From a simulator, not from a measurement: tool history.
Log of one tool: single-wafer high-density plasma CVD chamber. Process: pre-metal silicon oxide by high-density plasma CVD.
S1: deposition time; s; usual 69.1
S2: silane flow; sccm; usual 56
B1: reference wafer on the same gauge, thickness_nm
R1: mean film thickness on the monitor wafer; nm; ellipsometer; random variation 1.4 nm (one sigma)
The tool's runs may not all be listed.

run	hour	S1	S2	B1	R1
1	0	62.3	56	363.137	340.613
2	237.6	62.3	56	363.206	342.804
3	345.4	62.3	56	362.888	343.381
4	393.8	69.1	56	363.268	379.986
5	489	69.1	56	363.465	380.928
6	547.2	69.1	56	362.927	379.701
7	592.9	69.1	56	363.432	377.148
8	696.9	69.1	56	363.26	378.064
9	782.3	69.1	56	363.405	376.66
10	837.5	69.1	56	363.279	379.118
11	899.6	69.1	56	363.365	376.928
12	1004.2	69.1	54	362.994	366.553
# hour 1098.2: gauge calibrated
13	1106	69.1	54	362.849	367.785
14	1213.3	69.1	54	362.969	365.303
15	1258.1	69.1	56	362.773	375.478
16	1364	69.1	56	362.151	373.102
17	1422.5	69.1	56	363.446	374.589
# hour 1500.2: silane flow controller replaced
18	1511.9	69.1	56	362.151	383.668
19	1569.8	69.1	56	363.241	382.547
20	1660.1	69.1	52	363.132	363.46
21	1703.5	69.1	52	362.829	363.769
22	1746.8	69.1	52	362.969	365.984
23	1813.6	69.1	56	362.6	385.896
24	1878.7	69.1	66	363.659	429.962
25	1956.5	69.1	52	363.467	363.363
26	2006.3	61.2	56	363.084	341.771
27	2060.8	60.9	56	363.281	337.454
28	2105.9	69.1	56	363.488	382.825
29	2151.5	79.7	53	362.939	427.626
30	2327.3	65.5	53	362.391	348.76
31	2377.5	79	47	362.972	386.561
32	2480.6	82.6	63	362.851	503.798
33	2575.5	69.1	47	363.053	339.486
34	2657.1	55.8	64	362.206	341.994
35	2707.4	78.2	60	363.181	453.793
36	2806.5	62.6	59	362.6	361.461
37	2881	69.1	48	363.207	342.324
38	2963.3	61.5	47	363.329	299.854
39	3022.7	81	47	362.987	395.363
40	3177.1	55.6	64	362.999	338.325
41	3248.8	69.1	56	363.165	379.2
42	3285	57.9	65	363.621	356.422
43	3341.3	73.3	56	362.708	401.583
# hour 3375.6: gauge calibrated
44	3429.9	69.1	56	362.814	379.976
45	3502	69.1	50	362.82	350.885

Measured less the same run without the tool's hidden state. The same run-to-run variation is in both; the gauge's scatter may not be:
The hidden state here: delivered silane flow above the setpoint (%); gauge reads high (%).
run	R1
1	-2.633
2	-3.403
3	-3.793
4	-4.398
5	-4.823
6	-5.07
7	-5.248
8	-5.763
9	-6.174
10	-6.504
11	-6.802
12	-7.186
13	-7.795
14	-8.383
15	-8.901
16	-9.535
17	-9.967
18	+0.148
19	+0.142
20	+0.111
21	+0.093
22	+0.071
23	+0.03
24	-0.028
25	-0.098
26	-0.145
27	-0.204
28	-0.296
29	-0.408
30	-0.62
31	-0.792
32	-1.338
33	-1.112
34	-1.318
35	-1.921
36	-1.818
37	-1.939
38	-1.923
39	-2.76
40	-2.898
41	-3.547
42	-3.481
43	-4.186
44	-4.371
45	-4.358

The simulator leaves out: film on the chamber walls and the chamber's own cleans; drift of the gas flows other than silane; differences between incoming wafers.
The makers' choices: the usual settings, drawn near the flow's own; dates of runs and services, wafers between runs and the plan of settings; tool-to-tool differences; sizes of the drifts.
